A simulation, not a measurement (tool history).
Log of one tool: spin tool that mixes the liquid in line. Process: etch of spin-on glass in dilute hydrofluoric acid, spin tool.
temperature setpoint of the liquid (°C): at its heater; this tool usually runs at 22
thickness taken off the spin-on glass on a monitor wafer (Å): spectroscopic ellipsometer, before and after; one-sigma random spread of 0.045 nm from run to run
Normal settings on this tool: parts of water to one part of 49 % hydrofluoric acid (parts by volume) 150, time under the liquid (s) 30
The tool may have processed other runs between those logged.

| run | hour | temperature setpoint of the liquid (°C) | parts of water to one part of 49 % hydrofluoric acid (parts by volume) | time under the liquid (s) | read-back film thickness of the spin-on glass reference wafer, read on the same gauge (nm) | thickness taken off the spin-on glass on a monitor wafer (Å) |
|---|---|---|---|---|---|---|
| 1 | 0 | 22 | 150 | 30 | 80.01 | 78.3 |
| 2 | 40.2 | 22 | 150 | 30 | 79.98 | 78.3 |
| 3 | 73.5 | 22 | 150 | 30 | 79.98 | 78.1 |
| 4 | 132.9 | 22 | 150 | 30 | 80.06 | 78 |
| 5 | 240.1 | 22 | 150 | 40 | 80.02 | 103.3 |
| 6 | 269.1 | 22 | 150 | 30 | 80.01 | 77.4 |
| 7 | 326.8 | 18.5 | 180 | 30 | 80.02 | 54 |
| 8 | 394.8 | 18.5 | 180 | 30 | 80.02 | 53 |
|  | 453.8 | gauge calibrated |
| 9 | 454.7 | 24 | 85 | 35 | 80 | 184.9 |
| 10 | 498.6 | 22 | 185 | 30 | 80.01 | 59.7 |
| 11 | 552.9 | 19 | 180 | 30 | 79.95 | 54 |
|  | 557.1 | hydrofluoric acid flow meter replaced |
| 12 | 624.3 | 22 | 100 | 40 | 80.05 | 167.1 |
|  | 730.1 | thermometer replaced |
| 13 | 832.1 | 22 | 150 | 40 | 79.98 | 107.3 |
| 14 | 894.9 | 18 | 190 | 45 | 79.99 | 77.1 |
| 15 | 944.8 | 22 | 180 | 30 | 80.01 | 64.3 |
| 16 | 996.5 | 22 | 150 | 30 | 79.99 | 79.8 |

What does the tool deliver on the next run?
| 17 | 1084.8 | 22 | 150 | 30 | ? | ? |

{"run 17": {"read-back film thickness of the spin-on glass reference wafer, read on the same gauge (nm)": 79.98, "thickness taken off the spin-on glass on a monitor wafer (Å)": 78.5}}
Minus the tool's unlogged condition, the same run would have read thickness taken off the spin-on glass on a monitor wafer (Å) 81.5.

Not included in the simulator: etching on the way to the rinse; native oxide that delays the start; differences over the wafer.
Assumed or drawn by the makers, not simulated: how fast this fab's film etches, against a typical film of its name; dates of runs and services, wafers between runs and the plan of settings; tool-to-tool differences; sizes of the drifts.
